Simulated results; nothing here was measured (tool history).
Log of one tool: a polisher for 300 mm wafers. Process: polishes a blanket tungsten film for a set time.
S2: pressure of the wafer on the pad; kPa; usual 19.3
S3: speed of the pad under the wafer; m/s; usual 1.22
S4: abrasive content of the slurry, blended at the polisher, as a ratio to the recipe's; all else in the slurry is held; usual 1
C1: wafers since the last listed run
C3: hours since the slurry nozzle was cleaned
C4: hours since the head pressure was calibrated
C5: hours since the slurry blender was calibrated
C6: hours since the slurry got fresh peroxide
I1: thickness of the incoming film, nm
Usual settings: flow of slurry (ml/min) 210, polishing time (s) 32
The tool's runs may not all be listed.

Run 1, hour 0: usual settings but polishing time (s) 37; C1 0; wafers polished on this pad 223; C3 135.9; C4 1301.2; C5 291.5; C6 365.7; I1 674.6. Result: film removed (angstrom) 1770.
At hour 42.4: head pressure recalibrated.
Run 2, hour 58.7: usual settings but polishing time (s) 37; C1 390; wafers polished on this pad 613; C3 194.6; C4 16.3; C5 350.2; C6 424.4; I1 684.7. Result: film removed (angstrom) 2198.
Run 3, hour 130: usual settings; C1 490; wafers polished on this pad 1104; C3 265.9; C4 87.6; C5 421.5; C6 495.7; I1 683.3. Result: film removed (angstrom) 1860.
At hour 161.4: slurry tank refilled with fresh slurry and peroxide.
Run 4, hour 232.6: usual settings; C1 699; wafers polished on this pad 1804; C3 368.5; C4 190.2; C5 524.1; C6 71.2; I1 676.5. Result: film removed (angstrom) 1852.
Run 5, hour 294.5: usual settings; C1 426; wafers polished on this pad 2230; C3 430.4; C4 252.1; C5 586; C6 133.1; I1 685.8. Result: film removed (angstrom) 1820.
At hour 378.9: slurry blender recalibrated.
At hour 481.8: head pressure recalibrated, repeated, since the last time left the tool worse.
At hour 514.3: slurry nozzle cleaned.
Run 6, hour 529.6: usual settings but flow of slurry (ml/min) 195; C1 1584; wafers polished on this pad 3814; C3 15.3; C4 47.8; C5 150.7; C6 368.2; I1 689.8. Result: film removed (angstrom) 1654.
At hour 619.6: worn pad replaced by a new one.
Run 7, hour 630.9: usual settings; C1 669; wafers polished on this pad 77; C3 116.6; C4 149.1; C5 252; C6 469.5; I1 676.9. Result: film removed (angstrom) 1654.
Run 8, hour 690.7: usual settings; C1 411; wafers polished on this pad 489; C3 176.4; C4 208.9; C5 311.8; C6 529.3; I1 672. Result: film removed (angstrom) 1630.
Run 9, hour 743.4: usual settings but flow of slurry (ml/min) 145, S3 1.32 m/s; C1 362; wafers polished on this pad 852; C3 229.1; C4 261.6; C5 364.5; C6 582; I1 682.9. Result: film removed (angstrom) 1665.
At hour 763: slurry tank refilled with fresh slurry and peroxide.
Run 10, hour 823: usual settings but S4 1.15, polishing time (s) 42; C1 541; wafers polished on this pad 1393; C3 308.7; C4 341.2; C5 444.1; C6 60; I1 678.8. Result: film removed (angstrom) 2183.
At hour 880.5: slurry blender recalibrated.
Run 11, hour 927.8: usual settings; C1 707; wafers polished on this pad 2101; C3 413.5; C4 446; C5 47.3; C6 164.8; I1 683.9. Result: film removed (angstrom) 1580.
Run 12, hour 968.8: usual settings; C1 282; wafers polished on this pad 2383; C3 454.5; C4 487; C5 88.3; C6 205.8; I1 674.8. Result: film removed (angstrom) 1548.
Run 13, hour 1021.3: usual settings; C1 361; wafers polished on this pad 2745; C3 507; C4 539.5; C5 140.8; C6 258.3; I1 673.9. Result: film removed (angstrom) 1594.
Run 14, hour 1102.4: usual settings but flow of slurry (ml/min) 260; C1 558; wafers polished on this pad 3303; C3 588.1; C4 620.6; C5 221.9; C6 339.4; I1 676. Result: film removed (angstrom) 1611.
At hour 1189.8: slurry nozzle cleaned.
Run 15, hour 1195.5: usual settings but S2 26.2 kPa, polishing time (s) 22; C1 634; wafers polished on this pad 3937; C3 5.7; C4 713.7; C5 315; C6 432.5; I1 684.9. Result: film removed (angstrom) 1383.
At hour 1228: worn pad replaced by a new one.
Run 16, hour 1238.9: usual settings but S3 0.94 m/s, S4 0.9; C1 271; wafers polished on this pad 74; C3 49.1; C4 757.1; C5 358.4; C6 475.9; I1 674.4. Result: film removed (angstrom) 1168.
At hour 1268.8: slurry tank refilled with fresh slurry and peroxide.
Run 17, hour 1294.9: usual settings but flow of slurry (ml/min) 155; C1 378; wafers polished on this pad 453; C3 105.1; C4 813.1; C5 414.4; C6 26.1; I1 676. Result: film removed (angstrom) 1520.
Run 18, hour 1376.2: usual settings; C1 559; wafers polished on this pad 1013; C3 186.4; C4 894.4; C5 495.7; C6 107.4; I1 677.6. Result: film removed (angstrom) 1558.
At hour 1406.9: slurry blender recalibrated.
Run 19, hour 1465.2: usual settings; C1 598; wafers polished on this pad 1612; C3 275.4; C4 983.4; C5 58.3; C6 196.4; I1 667.6. Result: film removed (angstrom) 1541.
Run 20, hour 1541.8: usual settings but polishing time (s) 41; C1 527; wafers polished on this pad 2139; C3 352; C4 1060; C5 134.9; C6 273; I1 678.3. Result: film removed (angstrom) 1964.
Run 21, hour 1618.3: usual settings but S4 0.75, polishing time (s) 22; C1 526; wafers polished on this pad 2666; C3 428.5; C4 1136.5; C5 211.4; C6 349.5; I1 686.8. Result: film removed (angstrom) 967.
Run 22, hour 1711: usual settings but flow of slurry (ml/min) 170, S2 22.1 kPa, polishing time (s) 39; C1 638; wafers polished on this pad 3304; C3 521.2; C4 1229.2; C5 304.1; C6 442.2; I1 667.5. Result: film removed (angstrom) 2015.
At hour 1729.8: slurry nozzle cleaned.
At hour 1794.1: worn pad replaced by a new one.
Run 23, hour 1794.6: usual settings but flow of slurry (ml/min) 185; C1 541; wafers polished on this pad 3; C3 64.8; C4 1312.8; C5 387.7; C6 525.8; I1 673.6. Result: film removed (angstrom) 1535.
At hour 1852.8: head pressure recalibrated.
At hour 1861.9: slurry tank refilled with fresh slurry and peroxide.
Run 24, hour 1890.7: usual settings but flow of slurry (ml/min) 285, S2 22.1 kPa, S4 1.1, polishing time (s) 36; C1 640; wafers polished on this pad 644; C3 160.9; C4 37.9; C5 483.8; C6 28.8; I1 685.3. Result: film removed (angstrom) 2263.
Run 25, hour 1932.2: usual settings but S2 24.1 kPa, S3 0.82 m/s, polishing time (s) 37; C1 285; wafers polished on this pad 930; C3 202.4; C4 79.4; C5 525.3; C6 70.3; I1 680.9. Result: film removed (angstrom) 1584.
At hour 1942.2: slurry blender recalibrated.
Run 26, hour 2023.5: usual settings but flow of slurry (ml/min) 175; C1 614; wafers polished on this pad 1544; C3 293.7; C4 170.7; C5 81.3; C6 161.6; I1 676.7. Result: film removed (angstrom) 1625.
Run 27, hour 2128.8: usual settings but S3 0.84 m/s; C1 724; wafers polished on this pad 2269; C3 399; C4 276; C5 186.6; C6 266.9; I1 674.9. Result: film removed (angstrom) 1126.

3 ways to go on from here, each from the tool as it stands after run 27. What would each give?
Run A, hour 2129.2: usual settings; C1 2; wafers polished on this pad 2272; C3 399.4; C4 276.4; C5 187; C6 267.3; I1 676.3. Result: film removed (angstrom) ?.
Run B, hour 2129.2: usual settings but S2 15.2 kPa, S4 0.9, polishing time (s) 37; C1 2; wafers polished on this pad 2272; C3 399.4; C4 276.4; C5 187; C6 267.3; I1 676.3. Result: film removed (angstrom) ?.
Run C, hour 2129.2: usual settings but flow of slurry (ml/min) 275, S2 15.2 kPa, S4 0.8; C1 2; wafers polished on this pad 2272; C3 399.4; C4 276.4; C5 187; C6 267.3; I1 676.3. Result: film removed (angstrom) ?.

run  film removed (angstrom)
  A                     1641
  B                     1512
  C                     1292
Without the tool's hidden state the same runs would have given:
run  film removed (angstrom)
  A                     1676
  B                     1544
  C                     1319

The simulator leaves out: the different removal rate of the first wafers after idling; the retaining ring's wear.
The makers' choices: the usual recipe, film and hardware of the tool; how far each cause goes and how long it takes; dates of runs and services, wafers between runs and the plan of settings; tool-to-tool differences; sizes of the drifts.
